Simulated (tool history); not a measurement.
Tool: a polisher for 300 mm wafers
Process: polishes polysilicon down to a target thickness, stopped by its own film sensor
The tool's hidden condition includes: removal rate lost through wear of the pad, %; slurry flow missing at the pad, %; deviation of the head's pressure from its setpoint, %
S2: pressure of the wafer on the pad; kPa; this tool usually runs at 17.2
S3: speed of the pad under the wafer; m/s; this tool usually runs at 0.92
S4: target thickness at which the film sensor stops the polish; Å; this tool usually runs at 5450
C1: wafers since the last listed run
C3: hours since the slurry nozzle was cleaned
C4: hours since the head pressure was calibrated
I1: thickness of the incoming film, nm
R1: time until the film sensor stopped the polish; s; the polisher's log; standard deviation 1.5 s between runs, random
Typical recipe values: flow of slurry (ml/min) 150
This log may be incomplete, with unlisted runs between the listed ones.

run 1 day=0.000 | flow_of_slurry_(ml/min)=150 S2=14.5 S3=0.92 S4=7000 | C1=0 wafers_polished_on_this_pad=900 C3=158.7 C4=20.5 | I1=1188.9 | R1=74.2
run 2 day=1.275 | flow_of_slurry_(ml/min)=170 S2=17.2 S3=0.92 S4=5450 | C1=244 wafers_polished_on_this_pad=1145 C3=189.3 C4=51.1 | I1=1175.6 | R1=82.4
run 3 day=3.308 | flow_of_slurry_(ml/min)=170 S2=17.2 S3=0.92 S4=5450 | C1=390 wafers_polished_on_this_pad=1535 C3=238.1 C4=99.9 | I1=1186.3 | R1=83.1
run 4 day=5.383 | flow_of_slurry_(ml/min)=150 S2=17.2 S3=0.92 S4=5450 | C1=398 wafers_polished_on_this_pad=1934 C3=287.9 C4=149.7 | I1=1172.2 | R1=85.5
run 5 day=8.242 | flow_of_slurry_(ml/min)=150 S2=17.2 S3=0.92 S4=5450 | C1=548 wafers_polished_on_this_pad=2483 C3=356.5 C4=218.3 | I1=1178.2 | R1=91.4
run 6 day=10.712 | flow_of_slurry_(ml/min)=150 S2=17.2 S3=0.92 S4=5450 | C1=474 wafers_polished_on_this_pad=2957 C3=415.8 C4=277.6 | I1=1186.4 | R1=101.3
-- day=11.238 slurry nozzle cleaned
-- day=11.700 worn pad replaced by a new one
run 7 day=12.700 | flow_of_slurry_(ml/min)=150 S2=17.2 S3=0.92 S4=5450 | C1=341 wafers_polished_on_this_pad=192 C3=35.1 C4=325.3 | I1=1185.4 | R1=82.8
run 8 day=13.800 | flow_of_slurry_(ml/min)=150 S2=17.2 S3=0.92 S4=5450 | C1=211 wafers_polished_on_this_pad=403 C3=61.5 C4=351.7 | I1=1179.2 | R1=84.2
run 9 day=15.296 | flow_of_slurry_(ml/min)=150 S2=17.2 S3=0.92 S4=5450 | C1=287 wafers_polished_on_this_pad=690 C3=97.4 C4=387.6 | I1=1189.5 | R1=82.9
run 10 day=18.275 | flow_of_slurry_(ml/min)=150 S2=17.2 S3=0.92 S4=5450 | C1=572 wafers_polished_on_this_pad=1263 C3=168.9 C4=459.1 | I1=1192.6 | R1=84.4
run 11 day=20.067 | flow_of_slurry_(ml/min)=150 S2=17.2 S3=0.92 S4=5450 | C1=344 wafers_polished_on_this_pad=1607 C3=211.9 C4=502.1 | I1=1171.2 | R1=82.0
run 12 day=21.188 | flow_of_slurry_(ml/min)=150 S2=17.2 S3=0.78 S4=5450 | C1=215 wafers_polished_on_this_pad=1822 C3=238.8 C4=529.0 | I1=1170.6 | R1=99.9
run 13 day=23.708 | flow_of_slurry_(ml/min)=150 S2=17.2 S3=0.78 S4=5450 | C1=484 wafers_polished_on_this_pad=2306 C3=299.3 C4=589.5 | I1=1170.0 | R1=102.4
-- day=25.442 worn pad replaced by a new one
run 14 day=25.725 | flow_of_slurry_(ml/min)=150 S2=17.2 S3=0.78 S4=5450 | C1=355 wafers_polished_on_this_pad=54 C3=347.7 C4=637.9 | I1=1189.5 | R1=109.7
run 15 day=26.858 | flow_of_slurry_(ml/min)=150 S2=17.2 S3=0.92 S4=5450 | C1=217 wafers_polished_on_this_pad=272 C3=374.9 C4=665.1 | I1=1183.6 | R1=95.6
-- day=27.654 slurry nozzle cleaned
run 16 day=28.554 | flow_of_slurry_(ml/min)=150 S2=17.2 S3=0.92 S4=4010 | C1=317 wafers_polished_on_this_pad=590 C3=21.6 C4=705.8 | I1=1183.6 | R1=103.2
run 17 day=29.662 | flow_of_slurry_(ml/min)=165 S2=17.2 S3=0.72 S4=5450 | C1=212 wafers_polished_on_this_pad=802 C3=48.2 C4=732.4 | I1=1156.1 | R1=96.0
-- day=30.675 head pressure recalibrated
run 18 day=30.929 | flow_of_slurry_(ml/min)=150 S2=17.2 S3=0.92 S4=5450 | C1=227 wafers_polished_on_this_pad=1030 C3=78.6 C4=6.1 | I1=1190.8 | R1=86.1
run 19 day=33.592 | flow_of_slurry_(ml/min)=150 S2=17.2 S3=0.78 S4=5450 | C1=511 wafers_polished_on_this_pad=1541 C3=142.5 C4=70.0 | I1=1195.9 | R1=99.4
run 20 day=36.188 | flow_of_slurry_(ml/min)=150 S2=17.2 S3=0.92 S4=5450 | C1=498 wafers_polished_on_this_pad=2040 C3=204.8 C4=132.3 | I1=1175.2 | R1=84.1
run 21 day=37.558 | flow_of_slurry_(ml/min)=150 S2=17.2 S3=1.16 S4=5450 | C1=263 wafers_polished_on_this_pad=2303 C3=237.7 C4=165.2 | I1=1183.8 | R1=68.7
run 22 day=40.062 | flow_of_slurry_(ml/min)=110 S2=17.2 S3=1.10 S4=5450 | C1=480 wafers_polished_on_this_pad=2784 C3=297.8 C4=225.3 | I1=1182.5 | R1=82.9
-- day=42.904 worn pad replaced by a new one
run 23 day=44.979 | flow_of_slurry_(ml/min)=180 S2=13.8 S3=0.92 S4=5450 | C1=912 wafers_polished_on_this_pad=398 C3=415.8 C4=343.3 | I1=1177.5 | R1=123.1
-- day=45.500 slurry nozzle cleaned
run 24 day=46.071 | flow_of_slurry_(ml/min)=150 S2=17.2 S3=0.92 S4=5450 | C1=201 wafers_polished_on_this_pad=600 C3=13.7 C4=369.5 | I1=1162.4 | R1=80.9
run 25 day=47.717 | flow_of_slurry_(ml/min)=150 S2=17.2 S3=0.68 S4=5450 | C1=316 wafers_polished_on_this_pad=916 C3=53.2 C4=409.0 | I1=1191.5 | R1=114.5

Run 26 comes next. What will it give?
run 26 day=55.479 | flow_of_slurry_(ml/min)=150 S2=22.8 S3=0.92 S4=3680 | C1=1490 wafers_polished_on_this_pad=2407 C3=239.5 C4=595.3 | I1=1168.8 | R1=?

R1: 79.9 s
Had the tool carried no hidden state, the very same run would have given R1 75.5 s.
